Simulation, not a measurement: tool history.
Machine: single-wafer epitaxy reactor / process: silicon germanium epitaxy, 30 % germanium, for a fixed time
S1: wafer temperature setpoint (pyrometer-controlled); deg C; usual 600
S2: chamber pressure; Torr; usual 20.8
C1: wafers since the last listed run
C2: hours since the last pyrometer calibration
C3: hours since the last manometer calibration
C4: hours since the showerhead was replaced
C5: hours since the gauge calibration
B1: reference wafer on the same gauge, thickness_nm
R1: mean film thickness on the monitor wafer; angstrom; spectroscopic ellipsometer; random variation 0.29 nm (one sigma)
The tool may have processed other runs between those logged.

run 1 hour=0 | S1=600 S2=20.8 | C1=0 C2=836.2 C3=1042.8 C4=2268.5 C5=818.7 | B1=57.04 | R1=600.7
run 2 hour=46 | S1=600 S2=24.7 | C1=677 C2=882.2 C3=1088.8 C4=2314.5 C5=864.7 | B1=56.874 | R1=639.13
run 3 hour=353.3 | S1=590 S2=20.8 | C1=4523 C2=1189.5 C3=1396.1 C4=2621.8 C5=1172 | B1=56.866 | R1=508.34
run 4 hour=408.1 | S1=590 S2=20.8 | C1=806 C2=1244.3 C3=1450.9 C4=2676.6 C5=1226.8 | B1=56.903 | R1=502.22
run 5 hour=452.4 | S1=590 S2=20.8 | C1=652 C2=1288.6 C3=1495.2 C4=2720.9 C5=1271.1 | B1=56.906 | R1=506.5
run 6 hour=543.4 | S1=600 S2=20.8 | C1=1339 C2=1379.6 C3=1586.2 C4=2811.9 C5=1362.1 | B1=56.898 | R1=599.01
run 7 hour=590.6 | S1=600 S2=20.8 | C1=694 C2=1426.8 C3=1633.4 C4=2859.1 C5=1409.3 | B1=57.081 | R1=592.29
run 8 hour=671.1 | S1=600 S2=20.8 | C1=1185 C2=1507.3 C3=1713.9 C4=2939.6 C5=1489.8 | B1=56.854 | R1=599.03
run 9 hour=772.2 | S1=600 S2=20.8 | C1=1488 C2=1608.4 C3=1815 C4=3040.7 C5=1590.9 | B1=56.877 | R1=587.08
run 10 hour=878.9 | S1=603 S2=20.8 | C1=1570 C2=1715.1 C3=1921.7 C4=3147.4 C5=1697.6 | B1=56.878 | R1=626.09
run 11 hour=972.1 | S1=603 S2=20.8 | C1=1372 C2=1808.3 C3=2014.9 C4=3240.6 C5=1790.8 | B1=56.902 | R1=623.65
run 12 hour=1076.9 | S1=609 S2=20.8 | C1=1542 C2=1913.1 C3=2119.7 C4=3345.4 C5=1895.6 | B1=56.824 | R1=677.64
run 13 hour=1148.1 | S1=609 S2=20.8 | C1=1048 C2=1984.3 C3=2190.9 C4=3416.6 C5=1966.8 | B1=56.924 | R1=683.93
-- hour=1172 gauge calibrated
run 14 hour=1205.1 | S1=589 S2=20.8 | C1=839 C2=2041.3 C3=2247.9 C4=3473.6 C5=33.1 | B1=56.933 | R1=491.99
run 15 hour=1245.3 | S1=600 S2=24.4 | C1=591 C2=2081.5 C3=2288.1 C4=3513.8 C5=73.3 | B1=56.774 | R1=624.95
run 16 hour=1291.4 | S1=600 S2=20.8 | C1=678 C2=2127.6 C3=2334.2 C4=3559.9 C5=119.4 | B1=57.055 | R1=589.67
-- hour=1324.8 capacitance manometer re-zeroed and calibrated
run 17 hour=1347.3 | S1=594 S2=22.3 | C1=705 C2=2183.5 C3=22.5 C4=3615.8 C5=175.3 | B1=56.916 | R1=539.9
run 18 hour=1390.1 | S1=615 S2=15.7 | C1=630 C2=2226.3 C3=65.3 C4=3658.6 C5=218.1 | B1=56.865 | R1=666.95
run 19 hour=1461.1 | S1=600 S2=24.9 | C1=1045 C2=2297.3 C3=136.3 C4=3729.6 C5=289.1 | B1=56.892 | R1=615.61
run 20 hour=1558.3 | S1=590 S2=20.8 | C1=1430 C2=2394.5 C3=233.5 C4=3826.8 C5=386.3 | B1=56.857 | R1=492.27
run 21 hour=1597.6 | S1=600 S2=18.1 | C1=578 C2=2433.8 C3=272.8 C4=3866.1 C5=425.6 | B1=56.963 | R1=556.38
run 22 hour=1655.1 | S1=590 S2=17.2 | C1=846 C2=2491.3 C3=330.3 C4=3923.6 C5=483.1 | B1=56.885 | R1=461.45
run 23 hour=1700 | S1=600 S2=20.8 | C1=660 C2=2536.2 C3=375.2 C4=3968.5 C5=528 | B1=56.922 | R1=580.36
run 24 hour=1740.5 | S1=594 S2=19.4 | C1=596 C2=2576.7 C3=415.7 C4=4009 C5=568.5 | B1=56.901 | R1=514.45
-- hour=1765.6 showerhead replaced
run 25 hour=1791.3 | S1=595 S2=24.5 | C1=630 C2=2627.5 C3=466.5 C4=25.7 C5=619.3 | B1=56.819 | R1=561.63
run 26 hour=1860.6 | S1=589 S2=24.2 | C1=1020 C2=2696.8 C3=535.8 C4=95 C5=688.6 | B1=56.882 | R1=511.73
-- hour=1966.2 pyrometer calibrated
run 27 hour=1966.7 | S1=600 S2=20.8 | C1=1444 C2=0.5 C3=641.9 C4=201.1 C5=794.7 | B1=56.99 | R1=575.57
-- hour=2058.8 capacitance manometer re-zeroed and calibrated, repeated, since the last time left the tool worse
run 28 hour=2066.7 | S1=600 S2=20.8 | C1=1354 C2=100.5 C3=7.9 C4=301.1 C5=894.7 | B1=56.793 | R1=600.78
run 29 hour=2159.8 | S1=589 S2=24.4 | C1=1370 C2=193.6 C3=101 C4=394.2 C5=987.8 | B1=56.871 | R1=528.78
run 30 hour=2265.5 | S1=590 S2=20.8 | C1=1556 C2=299.3 C3=206.7 C4=499.9 C5=1093.5 | B1=56.98 | R1=513.55
run 31 hour=2354.4 | S1=610 S2=20.8 | C1=1308 C2=388.2 C3=295.6 C4=588.8 C5=1182.4 | B1=56.871 | R1=699.73
run 32 hour=2434 | S1=604 S2=18 | C1=1171 C2=467.8 C3=375.2 C4=668.4 C5=1262 | B1=56.952 | R1=608.37
run 33 hour=2518.7 | S1=608 S2=15.7 | C1=1246 C2=552.5 C3=459.9 C4=753.1 C5=1346.7 | B1=56.892 | R1=622.41
run 34 hour=2622.1 | S1=585 S2=23 | C1=1522 C2=655.9 C3=563.3 C4=856.5 C5=1450.1 | B1=57.009 | R1=485.13
run 35 hour=2674 | S1=600 S2=20.8 | C1=764 C2=707.8 C3=615.2 C4=908.4 C5=1502 | B1=56.924 | R1=595.21

State the hidden condition of the tool at each of the runs:
wafer temperature above the value expected at the setpoint (K): 0, the same for each run
gauge reads high (%): 0, the same for each run
H1: true pressure above the setpoint (%)
run=1 H1=-0.443
run=2 H1=-0.548
run=3 H1=-1.36
run=4 H1=-1.53
run=5 H1=-1.67
run=6 H1=-1.96
run=7 H1=-2.13
run=8 H1=-2.41
run=9 H1=-2.79
run=10 H1=-3.22
run=11 H1=-3.61
run=12 H1=-4.07
run=13 H1=-4.4
run=14 H1=-4.67
run=15 H1=-4.86
run=16 H1=-5.09
run=17 H1=-9.84
run=18 H1=-9.84
run=19 H1=-9.86
run=20 H1=-9.89
run=21 H1=-9.92
run=22 H1=-9.95
run=23 H1=-9.99
run=24 H1=-10
run=25 H1=-10.1
run=26 H1=-10.1
run=27 H1=-10.3
run=28 H1=-0.287
run=29 H1=-0.298
run=30 H1=-0.332
run=31 H1=-0.38
run=32 H1=-0.437
run=33 H1=-0.512
run=34 H1=-0.625
run=35 H1=-0.69
